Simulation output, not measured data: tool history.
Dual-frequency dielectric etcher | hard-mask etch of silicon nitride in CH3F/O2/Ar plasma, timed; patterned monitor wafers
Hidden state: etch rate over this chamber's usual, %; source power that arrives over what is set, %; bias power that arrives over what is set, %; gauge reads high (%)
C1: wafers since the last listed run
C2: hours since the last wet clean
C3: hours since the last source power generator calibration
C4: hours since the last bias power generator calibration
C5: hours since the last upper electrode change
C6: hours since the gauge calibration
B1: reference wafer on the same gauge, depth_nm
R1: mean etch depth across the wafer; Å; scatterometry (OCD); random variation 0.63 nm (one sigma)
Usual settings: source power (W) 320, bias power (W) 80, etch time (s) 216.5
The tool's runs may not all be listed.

Run 1, hour 0.0: usual settings but bias power (W) 93; C1 0; C2 450.1; C3 4462.2; C4 5470.4; C5 5160.6; C6 43.1; B1 194.1. Result: R1 1723 Å.
Run 2, hour 8.5: usual settings but bias power (W) 93; C1 63; C2 458.6; C3 4470.7; C4 5478.9; C5 5169.1; C6 51.6; B1 193.9. Result: R1 1727 Å.
Run 3, hour 18.8: usual settings but bias power (W) 71; C1 76; C2 468.9; C3 4481.0; C4 5489.2; C5 5179.4; C6 61.9; B1 193.9. Result: R1 1538 Å.
Run 4, hour 32.3: usual settings but bias power (W) 71; C1 100; C2 482.4; C3 4494.5; C4 5502.7; C5 5192.9; C6 75.4; B1 194.0. Result: R1 1545 Å.
Run 5, hour 45.9: usual settings but bias power (W) 94; C1 101; C2 496.0; C3 4508.1; C4 5516.3; C5 5206.5; C6 89.0; B1 193.8. Result: R1 1726 Å.
Run 6, hour 62.9: usual settings but bias power (W) 94; C1 126; C2 513.0; C3 4525.1; C4 5533.3; C5 5223.5; C6 106.0; B1 194.0. Result: R1 1732 Å.
Run 7, hour 79.7: usual settings; C1 125; C2 529.8; C3 4541.9; C4 5550.1; C5 5240.3; C6 122.8; B1 193.9. Result: R1 1606 Å.
At hour 117.9: wet clean of the chamber.
At hour 120.0: bias power generator calibrated.
At hour 128.0: gauge calibrated.
At hour 132.2: upper electrode replaced.
Run 8, hour 132.7: usual settings; C1 109; C2 14.8; C3 4594.9; C4 12.7; C5 0.5; C6 4.7; B1 194.0. Result: R1 1667 Å.
Run 9, hour 133.1: usual settings but source power (W) 390, etch time (s) 278.5; C1 2; C2 15.2; C3 4595.3; C4 13.1; C5 0.9; C6 5.1; B1 194.0. Result: R1 2281 Å.
Run 10, hour 133.5: usual settings but source power (W) 360; C1 2; C2 15.6; C3 4595.7; C4 13.5; C5 1.3; C6 5.5; B1 194.0. Result: R1 1718 Å.
Run 11, hour 133.9: usual settings but bias power (W) 69; C1 2; C2 16.0; C3 4596.1; C4 13.9; C5 1.7; C6 5.9; B1 194.0. Result: R1 1569 Å.
At hour 142.5: source power generator calibrated.
Run 12, hour 151.1: usual settings but source power (W) 370, bias power (W) 86, etch time (s) 244.5; C1 98; C2 33.2; C3 8.6; C4 31.1; C5 18.9; C6 23.1; B1 193.9. Result: R1 2041 Å.
Run 13, hour 165.5: usual settings but bias power (W) 71; C1 107; C2 47.6; C3 23.0; C4 45.5; C5 33.3; C6 37.5; B1 194.0. Result: R1 1573 Å.
Run 14, hour 178.8: usual settings but source power (W) 360, bias power (W) 87, etch time (s) 275.5; C1 98; C2 60.9; C3 36.3; C4 58.8; C5 46.6; C6 50.8; B1 194.1. Result: R1 2264 Å.
Run 15, hour 189.6: usual settings but bias power (W) 96; C1 80; C2 71.7; C3 47.1; C4 69.6; C5 57.4; C6 61.6; B1 194.0. Result: R1 1798 Å.

5 ways to go on from here, each from the tool as it stands after run 15. What would each give?
Run A, hour 190.1: usual settings but source power (W) 400; C1 3; C2 72.2; C3 47.6; C4 70.1; C5 57.9; C6 62.1; B1 ?. Result: R1 ?.
Run B, hour 190.1: usual settings but source power (W) 240, etch time (s) 181.0; C1 3; C2 72.2; C3 47.6; C4 70.1; C5 57.9; C6 62.1; B1 ?. Result: R1 ?.
Run C, hour 190.1: usual settings but source power (W) 390, bias power (W) 96, etch time (s) 275.0; C1 3; C2 72.2; C3 47.6; C4 70.1; C5 57.9; C6 62.1; B1 ?. Result: R1 ?.
Run D, hour 190.1: usual settings but source power (W) 270, bias power (W) 95, etch time (s) 243.5; C1 3; C2 72.2; C3 47.6; C4 70.1; C5 57.9; C6 62.1; B1 ?. Result: R1 ?.
Run E, hour 190.1: usual settings but source power (W) 250, bias power (W) 65, etch time (s) 186.0; C1 3; C2 72.2; C3 47.6; C4 70.1; C5 57.9; C6 62.1; B1 ?. Result: R1 ?.

run     B1    R1
  A  193.8  1778
  B  193.8  1269
  C  193.8  2421
  D  193.8  1905
  E  193.8  1206
Without the tool's hidden state the same runs would have given:
run    R1
  A  1802
  B  1286
  C  2453
  D  1930
  E  1222
